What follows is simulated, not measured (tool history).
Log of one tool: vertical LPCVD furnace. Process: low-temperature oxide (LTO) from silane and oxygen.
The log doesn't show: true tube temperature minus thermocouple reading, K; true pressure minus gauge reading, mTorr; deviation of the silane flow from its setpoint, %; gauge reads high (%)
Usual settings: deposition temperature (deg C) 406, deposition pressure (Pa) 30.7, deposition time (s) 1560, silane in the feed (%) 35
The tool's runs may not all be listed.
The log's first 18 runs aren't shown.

run,hour,deposition temperature (deg C),deposition pressure (Pa),deposition time (s),silane in the feed (%),wafers since the last listed run,hours since the last temperature calibration,hours since the pressure gauge was zeroed,hours since the silane flow controller was replaced,hours since the gauge calibration,"read-back reference wafer on the same gauge, thickness",film thickness on the monitor wafer in the middle of the boat (angstrom)
19,246.7,418,30.7,1560,35,64,80.7,184.7,10,192.9,232.04,2497.5
20,260.2,394,34,1560,42,184,94.2,198.2,23.5,206.4,232.01,2651.8
21,277.1,406,30.7,1560,35,230,111.1,215.1,40.4,223.3,231.89,2173.5
22,289,406,34,1950,35,162,123,227,52.3,235.2,232.12,3031.2
23,300.4,397,24,1560,38,155,134.4,238.4,63.7,246.6,232.18,1726.1
24,308.3,411,30.7,1560,35,107,142.3,246.3,71.6,254.5,231.96,2317.5
25,326.5,398,38,1020,40,248,160.5,264.5,89.8,272.7,232.02,1920
# hour 335.3: gauge calibrated
26,335.6,406,30.7,1560,35,124,169.6,273.6,98.9,0.3,231.86,2190.8
27,352,400,37.3,1560,35,223,186,290,115.3,16.7,231.97,2496.5
28,361.7,406,30.7,1560,35,132,195.7,299.7,125,26.4,231.87,2195.9
29,372.1,406,28,1560,35,141,206.1,310.1,135.4,36.8,231.92,2002.5
30,382.3,410,24.7,1200,29,139,216.3,320.3,145.6,47,231.94,1094.8

Forecast each of these 5 alternatives for the next run:
A,387.1,406,28.7,1560,35,65,221.1,325.1,150.4,51.8,?,?
B,387.1,406,34,1560,35,65,221.1,325.1,150.4,51.8,?,?
C,387.1,413,24.7,1290,35,65,221.1,325.1,150.4,51.8,?,?
D,387.1,406,30.7,1560,40,65,221.1,325.1,150.4,51.8,?,?
E,387.1,406,30.7,930,35,65,221.1,325.1,150.4,51.8,?,?

run,"read-back reference wafer on the same gauge, thickness",film thickness on the monitor wafer in the middle of the boat (angstrom)
A,231.76,2049.5
B,231.76,2430.8
C,231.76,1574.9
D,231.76,2588.1
E,231.76,1307.1
Without the tool's hidden state the same runs would have given:
run,film thickness on the monitor wafer in the middle of the boat (angstrom)
A,2015.9
B,2390.9
C,1549.7
D,2547.2
E,1285.6
